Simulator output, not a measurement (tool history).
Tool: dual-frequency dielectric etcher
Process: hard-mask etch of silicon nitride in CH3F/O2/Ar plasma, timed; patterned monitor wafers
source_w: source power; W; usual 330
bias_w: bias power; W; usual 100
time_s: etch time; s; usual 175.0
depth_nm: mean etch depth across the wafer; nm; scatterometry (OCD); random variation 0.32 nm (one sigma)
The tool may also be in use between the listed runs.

run	hour	source_w	bias_w	time_s	read-back reference wafer on the same gauge, depth_nm	depth_nm
1	0.0	330	84	175.0	136.1	131.4
# hour 2.7: wet clean of the chamber
2	61.4	330	84	175.0	136.4	131.5
# hour 78.4: gauge calibrated
3	109.2	330	100	175.0	133.3	136.4
4	182.8	330	100	175.0	134.0	136.8
5	270.0	330	100	175.0	134.3	137.5
6	313.1	330	100	175.0	134.4	137.5
7	377.8	330	100	175.0	134.7	137.7
# hour 443.5: upper electrode replaced
8	455.8	330	100	175.0	135.1	138.3
9	494.7	280	100	175.0	135.3	131.0
# hour 580.2: wet clean of the chamber
10	592.8	280	100	175.0	135.8	131.6
11	640.7	390	120	221.5	135.9	198.3
# hour 670.5: bias power generator calibrated
12	751.7	330	125	207.5	136.5	180.0
13	812.1	330	100	152.0	136.6	121.2
# hour 812.8: gauge calibrated
# hour 885.5: source power generator calibrated
14	909.2	330	100	175.0	133.4	136.5
15	968.6	330	100	175.0	133.6	136.6
16	1006.9	330	100	175.0	133.8	136.4
17	1047.6	370	111	144.0	133.9	121.0
18	1110.3	370	76	147.0	134.2	109.2
# hour 1158.8: wet clean of the chamber
19	1167.5	330	112	175.0	134.3	142.8
20	1226.8	330	100	175.0	134.7	137.7

Forecast each of these 4 alternatives for the next run:
A	1227.3	330	100	175.0	?	?
B	1227.3	380	78	212.0	?	?
C	1227.3	370	108	175.0	?	?
D	1227.3	270	100	157.0	?	?

run	read-back reference wafer on the same gauge, depth_nm	depth_nm
A	134.9	137.5
B	134.9	160.5
C	134.9	146.8
D	134.9	115.5
Without the tool's hidden state the same runs would have given:
run	depth_nm
A	135.7
B	158.4
C	144.9
D	114.0
